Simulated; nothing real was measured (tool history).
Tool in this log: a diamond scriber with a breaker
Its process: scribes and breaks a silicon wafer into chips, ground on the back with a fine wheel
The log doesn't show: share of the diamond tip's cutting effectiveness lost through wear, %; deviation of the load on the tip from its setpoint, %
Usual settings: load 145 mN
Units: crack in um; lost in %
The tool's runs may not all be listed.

run	hour	load	wafers since the last listed run	hours since the diamond tip was replaced	hours since the load on the tip was calibrated	incoming depth of the damage left on the back of the incoming wafer, um	crack	lost
1	0.0	145	0	197.3	1299.6	2.38	8.12	4.57
2	12.0	145	41	209.3	1311.6	1.99	7.77	3.02
3	37.3	145	88	234.6	1336.9	1.96	7.93	3.10
4	49.7	157	43	247.0	1349.3	2.97	8.28	6.15
5	66.1	145	57	263.4	1365.7	2.12	7.86	3.48
6	80.7	145	50	278.0	1380.3	2.32	7.73	4.82
7	95.2	145	50	292.5	1394.8	2.94	7.77	8.11
8	104.9	145	33	302.2	1404.5	1.55	7.63	3.13
9	121.4	145	57	318.7	1421.0	1.75	7.65	4.11
10	138.0	120	57	335.3	1437.6	2.35	6.77	15.81
11	153.0	120	52	350.3	1452.6	2.50	6.60	17.79
12	167.3	127	49	364.6	1466.9	2.44	6.58	13.80
# hour 171.7: diamond tip replaced by a new one
13	184.1	145	51	12.4	1483.7	1.73	6.57	12.05
14	195.1	145	38	23.4	1494.7	2.19	6.42	13.80
15	207.8	174	44	36.1	1507.4	2.74	7.60	10.06
# hour 210.6: load on the tip recalibrated
16	220.2	145	36	48.5	9.6	2.65	6.57	18.44
17	232.9	145	44	61.2	22.3	2.53	6.43	18.73
18	239.8	169	24	68.1	29.2	1.84	7.48	6.14
19	257.0	169	59	85.3	46.4	2.92	7.31	11.12
20	269.9	169	44	98.2	59.3	1.71	7.47	5.49
# hour 289.8: diamond tip replaced by a new one, repeated, since the last time left the tool worse
21	307.2	145	122	17.4	96.6	2.67	8.28	4.41
22	321.0	145	48	31.2	110.4	2.95	8.49	5.40
23	330.2	145	32	40.4	119.6	2.03	8.47	2.77
24	340.9	145	37	51.1	130.3	2.87	8.37	5.07
25	353.1	171	42	63.3	142.5	2.86	9.33	6.08
26	367.1	176	48	77.3	156.5	1.78	9.53	4.56
27	378.5	145	39	88.7	167.9	2.76	8.45	5.18
28	389.0	129	36	99.2	178.4	2.84	7.74	9.50
29	403.6	168	50	113.8	193.0	1.83	9.38	2.94
30	415.1	169	40	125.3	204.5	1.81	9.20	3.08
31	424.3	175	32	134.5	213.7	1.81	9.55	4.04
32	435.0	162	37	145.2	224.4	1.61	8.97	2.05
33	447.3	131	42	157.5	236.7	2.19	7.60	4.98
34	459.1	157	41	169.3	248.5	2.30	8.71	3.34
35	498.0	108	135	208.2	287.4	1.82	6.84	13.31
36	511.9	167	48	222.1	301.3	2.90	9.02	5.52
37	522.8	145	37	233.0	312.2	1.86	8.10	2.96
38	537.0	170	49	247.2	326.4	1.51	8.64	1.92
39	546.4	125	32	256.6	335.8	2.38	6.95	10.14
40	560.1	182	47	270.3	349.5	2.89	9.47	5.08
41	593.6	158	116	303.8	383.0	2.60	8.29	5.00
42	601.8	105	28	312.0	391.2	2.10	6.10	21.86
43	611.9	184	35	322.1	401.3	2.72	9.12	5.10

Each row is a separate what-if for the run after 43, all from the same tool condition, not one after another. Results?
A	612.5	145	2	322.7	401.9	2.87	?	?
B	612.5	124	2	322.7	401.9	2.87	?	?
C	612.5	177	2	322.7	401.9	2.87	?	?

run	crack	lost
A	7.54	8.74
B	6.74	16.29
C	8.69	5.37
Take away the tool's hidden state, keep each run's random variation, and the runs would have read:
run	crack	lost
A	8.32	5.63
B	7.43	9.49
C	9.58	7.24
